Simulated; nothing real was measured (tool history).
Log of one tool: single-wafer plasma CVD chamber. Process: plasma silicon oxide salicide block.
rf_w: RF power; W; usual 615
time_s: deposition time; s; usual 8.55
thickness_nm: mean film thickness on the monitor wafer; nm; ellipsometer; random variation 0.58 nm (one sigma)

run      day  rf_w  time_s  wafers since the last listed run  hours since the last RF generator calibration  hours since the showerhead was replaced  hours since the gauge calibration  read-back reference wafer on the same gauge, thickness_nm  thickness_nm
  1        0   645    8.55                                 0                                          334.6                                   3431.8                             1533.7                                                     94.082       102.241
  2    2.496   615    8.55                              3093                                          394.5                                   3491.7                             1593.6                                                     93.992        99.961
  3    6.267   615    8.55                              4674                                            485                                   3582.2                             1684.1                                                     94.014        99.887
  4    9.688   680    8.55                              4240                                          567.1                                   3664.3                             1766.2                                                     94.038       105.001
  5    13.85   680    8.55                              5159                                            667                                   3764.2                             1866.1                                                     94.036        103.51
  6   16.617   680    8.55                              3429                                          733.4                                   3830.6                             1932.5                                                     94.028       103.143
  7   21.062   615    8.91                              5510                                          840.1                                   3937.3                             2039.2                                                     93.984       103.135
      23.892  -- RF generator calibrated
  8   24.708   615    8.91                              4105                                           19.6                                   4024.8                             2126.7                                                     93.919       104.533
  9   28.938   615    8.91                              5242                                          121.1                                   4126.3                             2228.2                                                     93.987       105.409
 10   31.775   565    9.21                              3517                                          189.2                                   4194.4                             2296.3                                                     94.006       105.462
 11   35.988   565    9.21                              5221                                          290.3                                   4295.5                             2397.4                                                     94.011       105.292
 12   38.442   565    9.21                              3042                                          349.2                                   4354.4                             2456.3                                                     94.134       104.662
 13   41.554   615    8.55                              3858                                          423.9                                   4429.1                               2531                                                     94.064        99.832
 14   43.179   615    8.55                              2014                                          462.9                                   4468.1                               2570                                                     93.882        99.065
      53.838  -- gauge calibrated
 15   55.338   615    8.55                             15070                                          754.7                                   4759.9                                 36                                                     94.074        98.992
 16   57.404   615    8.55                              2561                                          804.3                                   4809.5                               85.6                                                      93.89        98.365
 17   60.025   615    8.55                              3248                                          867.2                                   4872.4                              148.5                                                     93.988        99.291
      60.425  -- showerhead replaced
 18   64.488   615    8.55                              5118                                          974.3                                     97.5                              255.6                                                     93.944        98.081
 19   67.158   550    8.55                              3310                                         1038.4                                    161.6                              319.7                                                     94.021        93.137
      69.296  -- RF generator calibrated
 20   70.708   615    8.04                              3987                                           33.9                                    246.8                              404.9                                                     94.101        94.813
 21   73.242   615    8.04                              3140                                           94.7                                    307.6                              465.7                                                     93.993        95.616
 22   76.604   615    7.44                              4167                                          175.4                                    388.3                              546.4                                                     94.095         88.28
 23   78.829   615    8.55                              2757                                          228.8                                    441.7                              599.8                                                      93.97       100.717
 24   82.517   615    8.55                              4570                                          317.3                                    530.2                              688.3                                                     93.968       101.032
 25   86.983   615    8.55                              5536                                          424.5                                    637.4                              795.5                                                      94.06       100.618
 26   89.292   615    8.55                              2861                                          479.9                                    692.8                              850.9                                                     93.937         99.51
 27   91.558   655    10.1                              2809                                          534.3                                    747.2                              905.3                                                     93.939       120.109
 28   94.025   720    8.55                              3057                                          593.5                                    806.4                              964.5                                                     93.969       105.731
 29   98.488   615    8.55                              5531                                          700.6                                    913.5                             1071.6                                                     93.968       100.082
 30   100.25   580    8.55                              2184                                          742.9                                    955.8                             1113.9                                                     93.895        97.631
 31  102.279   615    8.55                              2515                                          791.6                                   1004.5                             1162.6                                                     93.929         99.04
 32  104.175   615    8.55                              2349                                          837.1                                     1050                             1208.1                                                     94.014        99.114
     106.875  -- RF generator calibrated
 33  107.504   560    9.41                              3713                                           15.1                                   1129.9                               1288                                                     93.986       107.807
 34  111.042   615    9.85                              4384                                            100                                   1214.8                             1372.9                                                     94.068         115.8
 35  113.717   655    7.98                              3315                                          164.2                                     1279                             1437.1                                                     93.946        97.262
 36  117.021   690    9.92                              4095                                          243.5                                   1358.3                             1516.4                                                     94.009       121.572
 37  118.929   495    8.06                              2365                                          289.3                                   1404.1                             1562.2                                                     93.895        87.469
 38  128.825   615    8.55                             12266                                          526.8                                   1641.6                             1799.7                                                      93.98        99.255
 39  132.871   510    9.64                              5014                                          623.9                                   1738.7                             1896.8                                                     94.076       104.899
 40  137.758   710    9.05                              6058                                          741.2                                     1856                             2014.1                                                     93.978       111.277
 41  140.383   615    8.99                              3253                                          804.2                                     1919                             2077.1                                                     94.068       103.314
 42  142.396   670    9.37                              2494                                          852.5                                   1967.3                             2125.4                                                     94.048       112.113

Forecast each of these 5 alternatives for the next run:
  A  142.412   615    8.55                                20                                          852.9                                   1967.7                             2125.8                                                          ?             ?
  B  142.412   560    7.82                                20                                          852.9                                   1967.7                             2125.8                                                          ?             ?
  C  142.412   690    8.07                                20                                          852.9                                   1967.7                             2125.8                                                          ?             ?
  D  142.412   580    7.97                                20                                          852.9                                   1967.7                             2125.8                                                          ?             ?
  E  142.412   565    6.89                                20                                          852.9                                   1967.7                             2125.8                                                          ?             ?

run  read-back reference wafer on the same gauge, thickness_nm  thickness_nm
  A                                                     93.987        98.542
  B                                                     93.987        87.029
  C                                                     93.987        96.996
  D                                                     93.987        89.877
  E                                                     93.987        76.937
Without the tool's hidden state the same runs would have given:
run  thickness_nm
  A       100.913
  B        89.123
  C         99.33
  D        92.039
  E        78.787
